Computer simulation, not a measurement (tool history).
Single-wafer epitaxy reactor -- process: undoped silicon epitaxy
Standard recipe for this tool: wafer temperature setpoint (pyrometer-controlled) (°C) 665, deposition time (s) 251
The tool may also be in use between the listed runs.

| run | hour | wafer temperature setpoint (pyrometer-controlled) (°C) | deposition time (s) | wafers since the last listed run | hours since the last pyrometer calibration | hours since the gauge calibration | read-back reference wafer on the same gauge, thickness_nm | mean film thickness on the monitor wafer (Å) |
|---|---|---|---|---|---|---|---|---|
| 1 | 0 | 665 | 275 | 0 | 1566.8 | 321.1 | 64.836 | 648.82 |
| 2 | 61.3 | 665 | 275 | 619 | 1628.1 | 382.4 | 64.895 | 647.8 |
| 3 | 104.8 | 677 | 251 | 439 | 1671.6 | 425.9 | 65.025 | 736.85 |
| 4 | 157.9 | 665 | 251 | 536 | 1724.7 | 479 | 64.866 | 587.43 |
| 5 | 222.4 | 665 | 251 | 651 | 1789.2 | 543.5 | 64.864 | 584.89 |
| 6 | 290.7 | 665 | 251 | 690 | 1857.5 | 611.8 | 64.893 | 578.39 |
| 7 | 499.2 | 665 | 251 | 2106 | 2066 | 820.3 | 65.009 | 575.04 |
| 8 | 538.3 | 653 | 210 | 395 | 2105.1 | 859.4 | 65.023 | 380.18 |
|  | 648.5 | gauge calibrated |
|  | 679.1 | pyrometer calibrated |
| 9 | 723.2 | 665 | 251 | 1787 | 44.1 | 74.7 | 64.854 | 707.02 |
| 10 | 766.2 | 670 | 276 | 434 | 87.1 | 117.7 | 64.928 | 852.75 |
| 11 | 814.3 | 665 | 251 | 485 | 135.2 | 165.8 | 64.862 | 707.9 |
|  | 878.7 | pyrometer calibrated, repeated, since the last time left the tool worse |
| 12 | 879.2 | 665 | 265 | 574 | 0.5 | 230.7 | 64.978 | 651.74 |
| 13 | 941.4 | 665 | 228 | 628 | 62.7 | 292.9 | 64.742 | 560.54 |
| 14 | 991.8 | 673 | 212 | 509 | 113.1 | 343.3 | 64.931 | 601.94 |

Consider 3 possible next runs. They are alternatives, not a sequence: every one starts from the tool as it was left by run 14. What does each give?
| A | 992.3 | 665 | 251 | 5 | 113.6 | 343.8 | ? | ? |
| B | 992.3 | 658 | 229 | 5 | 113.6 | 343.8 | ? | ? |
| C | 992.3 | 665 | 229 | 5 | 113.6 | 343.8 | ? | ? |

| run | read-back reference wafer on the same gauge, thickness_nm | mean film thickness on the monitor wafer (Å) |
|---|---|---|
| A | 64.845 | 618.77 |
| B | 64.845 | 495.36 |
| C | 64.845 | 564.53 |
With the hidden condition removed and each run's random variation left untouched, the same runs would have given:
| run | mean film thickness on the monitor wafer (Å) |
|---|---|
| A | 613.93 |
| B | 491.44 |
| C | 560.12 |

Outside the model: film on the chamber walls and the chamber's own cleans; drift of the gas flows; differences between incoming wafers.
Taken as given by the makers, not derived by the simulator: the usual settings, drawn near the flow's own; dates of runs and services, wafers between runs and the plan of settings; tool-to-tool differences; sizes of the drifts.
